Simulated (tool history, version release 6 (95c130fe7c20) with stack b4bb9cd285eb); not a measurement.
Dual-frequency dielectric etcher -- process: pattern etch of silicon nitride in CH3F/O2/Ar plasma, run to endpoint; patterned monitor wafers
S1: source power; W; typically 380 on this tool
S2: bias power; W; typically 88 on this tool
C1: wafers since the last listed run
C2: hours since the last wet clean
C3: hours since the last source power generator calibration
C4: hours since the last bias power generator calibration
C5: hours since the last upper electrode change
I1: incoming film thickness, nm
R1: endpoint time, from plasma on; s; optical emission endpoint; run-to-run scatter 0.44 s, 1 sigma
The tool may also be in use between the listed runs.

| run | hour | S1 | S2 | C1 | C2 | C3 | C4 | C5 | I1 | R1 |
|---|---|---|---|---|---|---|---|---|---|---|
| 1 | 0.0 | 440 | 73 | 0 | 263.7 | 1800.8 | 1875.5 | 5145.9 | 46.78 | 58.3 |
| 2 | 14.6 | 380 | 88 | 133 | 278.3 | 1815.4 | 1890.1 | 5160.5 | 46.76 | 57.1 |
| 3 | 27.7 | 380 | 88 | 119 | 291.4 | 1828.5 | 1903.2 | 5173.6 | 46.65 | 56.7 |
| 4 | 40.0 | 380 | 88 | 112 | 303.7 | 1840.8 | 1915.5 | 5185.9 | 46.28 | 55.7 |
| 5 | 48.2 | 380 | 88 | 74 | 311.9 | 1849.0 | 1923.7 | 5194.1 | 47.15 | 56.9 |
| 6 | 61.6 | 350 | 88 | 122 | 325.3 | 1862.4 | 1937.1 | 5207.5 | 46.84 | 58.8 |
| 7 | 75.2 | 350 | 88 | 124 | 338.9 | 1876.0 | 1950.7 | 5221.1 | 46.69 | 58.3 |
| 8 | 87.1 | 350 | 88 | 108 | 350.8 | 1887.9 | 1962.6 | 5233.0 | 46.01 | 57.5 |
| 9 | 101.8 | 380 | 102 | 134 | 365.5 | 1902.6 | 1977.3 | 5247.7 | 46.49 | 54.1 |
| 10 | 109.6 | 330 | 94 | 71 | 373.3 | 1910.4 | 1985.1 | 5255.5 | 46.59 | 58.6 |
| 11 | 126.7 | 330 | 94 | 156 | 390.4 | 1927.5 | 2002.2 | 5272.6 | 46.59 | 58.3 |
| 12 | 144.1 | 380 | 88 | 159 | 407.8 | 1944.9 | 2019.6 | 5290.0 | 46.63 | 57.0 |
| 13 | 156.8 | 430 | 70 | 116 | 420.5 | 1957.6 | 2032.3 | 5302.7 | 46.17 | 58.5 |
|  | 161.8 | bias power generator calibrated |
| 14 | 163.8 | 340 | 71 | 27 | 427.5 | 1964.6 | 2.0 | 5309.7 | 46.69 | 63.4 |
|  | 189.1 | upper electrode replaced |
|  | 189.3 | wet clean of the chamber |
| 15 | 206.4 | 380 | 88 | 168 | 17.1 | 2007.2 | 44.6 | 17.3 | 46.58 | 56.2 |
| 16 | 220.9 | 420 | 109 | 132 | 31.6 | 2021.7 | 59.1 | 31.8 | 46.69 | 51.0 |
|  | 238.3 | source power generator calibrated |
| 17 | 238.8 | 440 | 88 | 127 | 49.5 | 0.5 | 77.0 | 49.7 | 47.21 | 55.0 |
| 18 | 249.9 | 440 | 95 | 101 | 60.6 | 11.6 | 88.1 | 60.8 | 46.67 | 52.3 |
| 19 | 257.1 | 410 | 94 | 65 | 67.8 | 18.8 | 95.3 | 68.0 | 46.86 | 54.3 |
| 20 | 263.8 | 340 | 82 | 61 | 74.5 | 25.5 | 102.0 | 74.7 | 46.07 | 59.2 |
| 21 | 280.9 | 330 | 88 | 156 | 91.6 | 42.6 | 119.1 | 91.8 | 47.03 | 60.3 |
| 22 | 291.0 | 380 | 88 | 92 | 101.7 | 52.7 | 129.2 | 101.9 | 46.55 | 57.0 |
| 23 | 304.8 | 350 | 108 | 126 | 115.5 | 66.5 | 143.0 | 115.7 | 46.63 | 54.7 |

Exercise: give the hidden state of the tool at every run:
etch rate over this chamber's usual, %: 0, the same for each run
source power that arrives over what is set, %: 0, the same for each run
bias power that arrives over what is set, %: 0, the same for each run

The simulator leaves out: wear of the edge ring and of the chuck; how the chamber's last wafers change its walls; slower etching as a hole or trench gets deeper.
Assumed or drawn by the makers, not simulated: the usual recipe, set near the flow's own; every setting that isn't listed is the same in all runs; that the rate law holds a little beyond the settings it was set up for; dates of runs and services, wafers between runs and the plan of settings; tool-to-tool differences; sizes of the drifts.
